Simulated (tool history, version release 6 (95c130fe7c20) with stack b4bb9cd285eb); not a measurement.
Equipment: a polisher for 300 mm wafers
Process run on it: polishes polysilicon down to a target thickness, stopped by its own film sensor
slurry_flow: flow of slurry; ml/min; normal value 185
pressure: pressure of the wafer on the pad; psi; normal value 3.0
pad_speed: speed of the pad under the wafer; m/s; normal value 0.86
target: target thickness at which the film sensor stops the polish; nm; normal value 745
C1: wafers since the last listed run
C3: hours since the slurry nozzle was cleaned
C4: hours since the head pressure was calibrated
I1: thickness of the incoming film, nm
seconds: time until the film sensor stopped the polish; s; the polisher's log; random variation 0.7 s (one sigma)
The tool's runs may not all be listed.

run 1 hour=0.0 | slurry_flow=185 pressure=3.0 pad_speed=0.86 target=745 | C1=0 wafers_polished_on_this_pad=1062 C3=363.5 C4=1044.7 | I1=1253.2 | seconds=83.5
run 2 hour=13.0 | slurry_flow=185 pressure=3.0 pad_speed=0.86 target=745 | C1=94 wafers_polished_on_this_pad=1156 C3=376.5 C4=1057.7 | I1=1235.8 | seconds=82.7
run 3 hour=29.1 | slurry_flow=185 pressure=3.0 pad_speed=0.86 target=745 | C1=117 wafers_polished_on_this_pad=1273 C3=392.6 C4=1073.8 | I1=1261.1 | seconds=87.7
-- hour=33.7 worn pad replaced by a new one
run 4 hour=46.3 | slurry_flow=185 pressure=3.0 pad_speed=0.86 target=745 | C1=96 wafers_polished_on_this_pad=91 C3=409.8 C4=1091.0 | I1=1239.3 | seconds=83.7
run 5 hour=53.2 | slurry_flow=185 pressure=3.0 pad_speed=0.76 target=745 | C1=50 wafers_polished_on_this_pad=142 C3=416.7 C4=1097.9 | I1=1237.8 | seconds=91.8
run 6 hour=68.1 | slurry_flow=185 pressure=3.0 pad_speed=0.86 target=672 | C1=108 wafers_polished_on_this_pad=250 C3=431.6 C4=1112.8 | I1=1242.2 | seconds=98.2
run 7 hour=78.6 | slurry_flow=185 pressure=3.0 pad_speed=0.86 target=672 | C1=76 wafers_polished_on_this_pad=327 C3=442.1 C4=1123.3 | I1=1257.1 | seconds=101.0
run 8 hour=88.5 | slurry_flow=185 pressure=3.0 pad_speed=0.86 target=745 | C1=72 wafers_polished_on_this_pad=399 C3=452.0 C4=1133.2 | I1=1242.3 | seconds=86.4
run 9 hour=101.8 | slurry_flow=185 pressure=3.0 pad_speed=0.86 target=745 | C1=96 wafers_polished_on_this_pad=495 C3=465.3 C4=1146.5 | I1=1269.8 | seconds=93.0
run 10 hour=108.7 | slurry_flow=185 pressure=3.0 pad_speed=0.86 target=745 | C1=50 wafers_polished_on_this_pad=546 C3=472.2 C4=1153.4 | I1=1259.7 | seconds=93.1
run 11 hour=120.1 | slurry_flow=185 pressure=3.0 pad_speed=0.86 target=745 | C1=82 wafers_polished_on_this_pad=629 C3=483.6 C4=1164.8 | I1=1244.9 | seconds=91.1
run 12 hour=137.0 | slurry_flow=135 pressure=3.0 pad_speed=0.86 target=745 | C1=122 wafers_polished_on_this_pad=752 C3=500.5 C4=1181.7 | I1=1237.0 | seconds=100.5
run 13 hour=148.0 | slurry_flow=135 pressure=3.0 pad_speed=0.86 target=745 | C1=80 wafers_polished_on_this_pad=832 C3=511.5 C4=1192.7 | I1=1268.9 | seconds=108.3
run 14 hour=157.9 | slurry_flow=135 pressure=3.0 pad_speed=0.86 target=745 | C1=72 wafers_polished_on_this_pad=904 C3=521.4 C4=1202.6 | I1=1251.7 | seconds=109.5
run 15 hour=169.4 | slurry_flow=185 pressure=4.0 pad_speed=0.86 target=745 | C1=83 wafers_polished_on_this_pad=987 C3=532.9 C4=1214.1 | I1=1248.3 | seconds=72.6
run 16 hour=177.6 | slurry_flow=245 pressure=3.0 pad_speed=1.10 target=745 | C1=59 wafers_polished_on_this_pad=1047 C3=541.1 C4=1222.3 | I1=1237.4 | seconds=70.8
-- hour=180.1 slurry nozzle cleaned
-- hour=181.6 head pressure recalibrated
run 17 hour=192.2 | slurry_flow=155 pressure=3.0 pad_speed=0.86 target=745 | C1=87 wafers_polished_on_this_pad=1135 C3=12.1 C4=10.6 | I1=1270.5 | seconds=84.4
run 18 hour=205.6 | slurry_flow=185 pressure=3.0 pad_speed=0.86 target=745 | C1=97 wafers_polished_on_this_pad=1232 C3=25.5 C4=24.0 | I1=1264.5 | seconds=81.6
run 19 hour=214.3 | slurry_flow=185 pressure=3.3 pad_speed=0.94 target=745 | C1=63 wafers_polished_on_this_pad=1295 C3=34.2 C4=32.7 | I1=1241.4 | seconds=65.4
-- hour=230.6 worn pad replaced by a new one
run 20 hour=231.1 | slurry_flow=220 pressure=3.0 pad_speed=0.86 target=745 | C1=93 wafers_polished_on_this_pad=3 C3=51.0 C4=49.5 | I1=1253.1 | seconds=77.4
run 21 hour=248.1 | slurry_flow=120 pressure=2.2 pad_speed=0.62 target=590 | C1=123 wafers_polished_on_this_pad=127 C3=68.0 C4=66.5 | I1=1246.1 | seconds=203.3
run 22 hour=262.5 | slurry_flow=210 pressure=2.1 pad_speed=1.06 target=642 | C1=104 wafers_polished_on_this_pad=232 C3=82.4 C4=80.9 | I1=1248.9 | seconds=108.1
run 23 hour=270.9 | slurry_flow=185 pressure=3.0 pad_speed=0.76 target=745 | C1=61 wafers_polished_on_this_pad=293 C3=90.8 C4=89.3 | I1=1236.2 | seconds=86.4
run 24 hour=278.8 | slurry_flow=140 pressure=3.5 pad_speed=0.86 target=745 | C1=57 wafers_polished_on_this_pad=350 C3=98.7 C4=97.2 | I1=1221.7 | seconds=66.5
run 25 hour=292.2 | slurry_flow=150 pressure=2.2 pad_speed=1.00 target=745 | C1=97 wafers_polished_on_this_pad=448 C3=112.1 C4=110.6 | I1=1244.4 | seconds=96.3
run 26 hour=305.3 | slurry_flow=155 pressure=3.4 pad_speed=0.72 target=804 | C1=95 wafers_polished_on_this_pad=543 C3=125.2 C4=123.7 | I1=1247.7 | seconds=74.8
run 27 hour=313.6 | slurry_flow=185 pressure=3.3 pad_speed=1.02 target=921 | C1=60 wafers_polished_on_this_pad=604 C3=133.5 C4=132.0 | I1=1261.3 | seconds=41.7

3 options for the next run, each taken on its own from the tool as it stands now. Forecast them:
run A hour=314.0 | slurry_flow=185 pressure=3.0 pad_speed=0.86 target=745 | C1=2 wafers_polished_on_this_pad=607 C3=133.9 C4=132.4 | I1=1260.8 | seconds=?
run B hour=314.0 | slurry_flow=125 pressure=2.6 pad_speed=0.62 target=838 | C1=2 wafers_polished_on_this_pad=607 C3=133.9 C4=132.4 | I1=1260.8 | seconds=?
run C hour=314.0 | slurry_flow=185 pressure=3.0 pad_speed=1.02 target=571 | C1=2 wafers_polished_on_this_pad=607 C3=133.9 C4=132.4 | I1=1260.8 | seconds=?

run=A seconds=80.8
run=B seconds=110.0
run=C seconds=92.8
Without the tool's hidden state the same runs would have given:
run=A seconds=80.1
run=B seconds=108.5
run=C seconds=92.0
